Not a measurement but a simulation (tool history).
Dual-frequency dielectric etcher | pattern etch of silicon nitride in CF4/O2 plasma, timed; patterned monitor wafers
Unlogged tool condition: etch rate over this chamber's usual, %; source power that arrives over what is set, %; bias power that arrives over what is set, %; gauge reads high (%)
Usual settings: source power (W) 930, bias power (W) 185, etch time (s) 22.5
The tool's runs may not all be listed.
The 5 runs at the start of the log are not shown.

run     day  source power (W)  bias power (W)  etch time (s)  wafers since the last listed run  hours since the last wet clean  hours since the last source power generator calibration  hours since the last bias power generator calibration  hours since the last upper electrode change  hours since the gauge calibration  read-back reference wafer on the same gauge, depth_nm  mean etch depth across the wafer (nm)
     11.004  -- gauge calibrated
  6  11.783               930             185           22.5                              1296                           412.8                                                   2828.9                                                 3494.1                                       3575.9                               18.7                                                   86.6                                   90.4
  7  14.458               930             185           22.5                              1171                             477                                                   2893.1                                                 3558.3                                       3640.1                               82.9                                                   86.6                                   90.8
     17.138  -- wet clean of the chamber
     17.371  -- upper electrode replaced
  8  17.392               930             185           22.5                               744                             6.1                                                   2963.5                                                 3628.7                                          0.5                              153.3                                                   86.5                                   86.7
     18.129  -- bias power generator calibrated
  9  18.408               930             185           22.5                               372                            30.5                                                   2987.9                                                    6.7                                         24.9                              177.7                                                   86.5                                   87.5
 10  21.142               930             185           22.5                              1197                            96.1                                                   3053.5                                                   72.3                                         90.5                              243.3                                                   86.6                                   87.3
 11   22.95               930             185           22.5                               792                           139.5                                                   3096.9                                                  115.7                                        133.9                              286.7                                                   86.5                                   88.2
 12  25.146               930             185             27                               962                           192.2                                                   3149.6                                                  168.4                                        186.6                              339.4                                                   86.7                                  105.3
     26.683  -- source power generator calibrated
 13  27.021              1080             215           15.5                               748                           237.2                                                      8.1                                                  213.4                                        231.6                              384.4                                                   86.6                                   75.4
 14  29.212               930             185           15.5                               960                           289.8                                                     60.7                                                    266                                        284.2                                437                                                   86.6                                   61.3
 15  30.829              1030             185             19                               708                           328.6                                                     99.5                                                  304.8                                          323                              475.8                                                   86.6                                   84.6
 16  33.229               840             185           22.5                              1051                           386.2                                                    157.1                                                  362.4                                        380.6                              533.4                                                   86.6                                   80.3
 17  34.796              1090             154           18.5                               686                           423.8                                                    194.7                                                    400                                        418.2                                571                                                   86.6                                   81.9
 18  35.812               930             185           22.5                               445                           448.2                                                    219.1                                                  424.4                                        442.6                              595.4                                                   86.6                                   90.4
 19  38.179              1050             185           20.5                              1036                             505                                                    275.9                                                  481.2                                        499.4                              652.2                                                   86.6                                   92.9
 20  40.671               930             220           28.5                              1091                           564.8                                                    335.7                                                    541                                        559.2                                712                                                   86.5                                  122.8
     42.267  -- wet clean of the chamber
 21  42.288               930             185             25                               270                             0.5                                                    374.5                                                  579.8                                          598                              750.8                                                   86.6                                   97.2
 22  43.546               930             224           22.5                               551                            30.7                                                    404.7                                                    610                                        628.2                                781                                                   86.7                                   93.2
 23   46.05              1140             185           25.5                              1097                            90.8                                                    464.8                                                  670.1                                        688.3                              841.1                                                   86.6                                  122.3
 24  47.508               930             185           22.5                               638                           125.8                                                    499.8                                                  705.1                                        723.3                              876.1                                                   86.5                                   88.2
 25  49.079              1090             185           17.5                               688                           163.5                                                    537.5                                                  742.8                                          761                              913.8                                                   86.6                                   80.2
 26  50.754               930             224           22.5                               733                           203.7                                                    577.7                                                    783                                        801.2                                954                                                   86.6                                   95.6
 27  52.329               870             228           24.5                               690                           241.5                                                    615.5                                                  820.8                                          839                              991.8                                                   86.5                                   96.9
 28  53.621               930             185           22.5                               565                           272.5                                                    646.5                                                  851.8                                          870                             1022.8                                                   86.7                                   88.9
 29  55.129               800             185             16                               660                           308.7                                                    682.7                                                    888                                        906.2                               1059                                                   86.5                                     54
 30  57.825               930             185             18                              1181                           373.4                                                    747.4                                                  952.7                                        970.9                             1123.7                                                   86.6                                     72

Forecast each of these 4 alternatives for the next run:
  A  57.842               930             167           22.5                                 7                           373.8                                                    747.8                                                  953.1                                        971.3                             1124.1                                                      ?                                      ?
  B  57.842               840             200           25.5                                 7                           373.8                                                    747.8                                                  953.1                                        971.3                             1124.1                                                      ?                                      ?
  C  57.842              1110             211             28                                 7                           373.8                                                    747.8                                                  953.1                                        971.3                             1124.1                                                      ?                                      ?
  D  57.842              1030             224           20.5                                 7                           373.8                                                    747.8                                                  953.1                                        971.3                             1124.1                                                      ?                                      ?

run  read-back reference wafer on the same gauge, depth_nm  mean etch depth across the wafer (nm)
  A                                                   86.5                                   86.5
  B                                                   86.5                                   93.8
  C                                                   86.5                                  140.3
  D                                                   86.5                                   97.3
Without the tool's unlogged condition, the same runs would have read:
run  mean etch depth across the wafer (nm)
  A                                   83.2
  B                                   90.3
  C                                  135.1
  D                                   93.7
